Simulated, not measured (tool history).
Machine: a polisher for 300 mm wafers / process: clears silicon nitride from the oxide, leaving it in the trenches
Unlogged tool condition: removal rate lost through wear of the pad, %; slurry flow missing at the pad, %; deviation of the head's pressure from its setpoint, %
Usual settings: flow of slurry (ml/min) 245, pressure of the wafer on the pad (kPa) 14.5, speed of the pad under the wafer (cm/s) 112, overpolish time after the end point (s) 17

| run | hour | flow of slurry (ml/min) | pressure of the wafer on the pad (kPa) | speed of the pad under the wafer (cm/s) | overpolish time after the end point (s) | wafers since the last listed run | wafers polished on this pad | hours since the slurry nozzle was cleaned | hours since the head pressure was calibrated | incoming thickness of the incoming film, nm | time until the end point was called (s) |
|---|---|---|---|---|---|---|---|---|---|---|---|
| 1 | 0.0 | 245 | 14.5 | 112 | 17 | 0 | 1316 | 454.8 | 460.8 | 69.1 | 91.1 |
|  | 132.8 | slurry nozzle cleaned |
|  | 160.2 | worn pad replaced by a new one |
| 2 | 160.7 | 245 | 14.5 | 112 | 17 | 1463 | 4 | 27.9 | 621.5 | 71.0 | 95.7 |
| 3 | 197.4 | 245 | 14.5 | 112 | 17 | 344 | 349 | 64.6 | 658.2 | 69.5 | 95.1 |
|  | 242.6 | head pressure recalibrated |
| 4 | 292.2 | 245 | 14.5 | 112 | 17 | 872 | 1221 | 159.4 | 49.6 | 70.0 | 84.0 |
| 5 | 372.4 | 245 | 14.5 | 140 | 17 | 753 | 1975 | 239.6 | 129.8 | 68.7 | 67.4 |
| 6 | 409.0 | 245 | 14.5 | 140 | 17 | 343 | 2319 | 276.2 | 166.4 | 71.3 | 71.1 |
|  | 448.5 | worn pad replaced by a new one, of another model than before |
| 7 | 468.8 | 275 | 14.5 | 112 | 17 | 524 | 191 | 336.0 | 226.2 | 69.8 | 84.5 |
| 8 | 544.0 | 245 | 16.5 | 112 | 17 | 706 | 897 | 411.2 | 301.4 | 69.2 | 78.2 |
| 9 | 634.0 | 245 | 16.5 | 112 | 17 | 845 | 1743 | 501.2 | 391.4 | 70.1 | 80.1 |
| 10 | 690.8 | 245 | 16.5 | 112 | 17 | 533 | 2277 | 558.0 | 448.2 | 70.3 | 80.2 |
|  | 706.7 | worn pad replaced by a new one |
| 11 | 731.1 | 245 | 14.5 | 88 | 22 | 341 | 229 | 598.3 | 488.5 | 70.9 | 103.6 |
| 12 | 834.8 | 245 | 14.5 | 88 | 22 | 974 | 1204 | 702.0 | 592.2 | 68.8 | 99.0 |
|  | 846.6 | slurry nozzle cleaned |
| 13 | 887.4 | 245 | 17.9 | 112 | 17 | 484 | 1689 | 40.8 | 644.8 | 69.8 | 74.3 |
| 14 | 967.6 | 245 | 17.2 | 90 | 14 | 753 | 2442 | 121.0 | 725.0 | 69.0 | 88.6 |
|  | 985.3 | worn pad replaced by a new one |
| 15 | 1062.4 | 245 | 14.5 | 94 | 17 | 853 | 724 | 215.8 | 819.8 | 69.9 | 98.9 |
|  | 1079.9 | head pressure recalibrated |
| 16 | 1098.4 | 245 | 14.5 | 112 | 17 | 319 | 1044 | 251.8 | 18.5 | 69.4 | 82.1 |
| 17 | 1201.3 | 245 | 14.5 | 112 | 26 | 967 | 2011 | 354.7 | 121.4 | 70.0 | 85.0 |
|  | 1266.7 | worn pad replaced by a new one |
| 18 | 1271.6 | 180 | 14.5 | 112 | 17 | 623 | 46 | 425.0 | 191.7 | 70.8 | 95.9 |
| 19 | 1327.9 | 245 | 14.5 | 112 | 17 | 529 | 575 | 481.3 | 248.0 | 69.7 | 82.3 |
| 20 | 1395.8 | 160 | 14.5 | 138 | 17 | 638 | 1213 | 549.2 | 315.9 | 70.8 | 88.7 |

Consider 4 possible next runs. They are alternatives, not a sequence: every one starts from the tool as it was left by run 20. What does each give?
| A | 1396.3 | 295 | 14.5 | 112 | 17 | 4 | 1218 | 549.7 | 316.4 | 70.2 | ? |
| B | 1396.3 | 215 | 18.6 | 82 | 21 | 4 | 1218 | 549.7 | 316.4 | 70.2 | ? |
| C | 1396.3 | 245 | 14.5 | 142 | 17 | 4 | 1218 | 549.7 | 316.4 | 70.2 | ? |
| D | 1396.3 | 245 | 14.5 | 88 | 17 | 4 | 1218 | 549.7 | 316.4 | 70.2 | ? |

| run | time until the end point was called (s) |
|---|---|
| A | 85.1 |
| B | 91.1 |
| C | 74.5 |
| D | 101.9 |
Had the tool no hidden state, the same runs would have come out as:
| run | time until the end point was called (s) |
|---|---|
| A | 80.4 |
| B | 86.0 |
| C | 70.4 |
| D | 96.2 |

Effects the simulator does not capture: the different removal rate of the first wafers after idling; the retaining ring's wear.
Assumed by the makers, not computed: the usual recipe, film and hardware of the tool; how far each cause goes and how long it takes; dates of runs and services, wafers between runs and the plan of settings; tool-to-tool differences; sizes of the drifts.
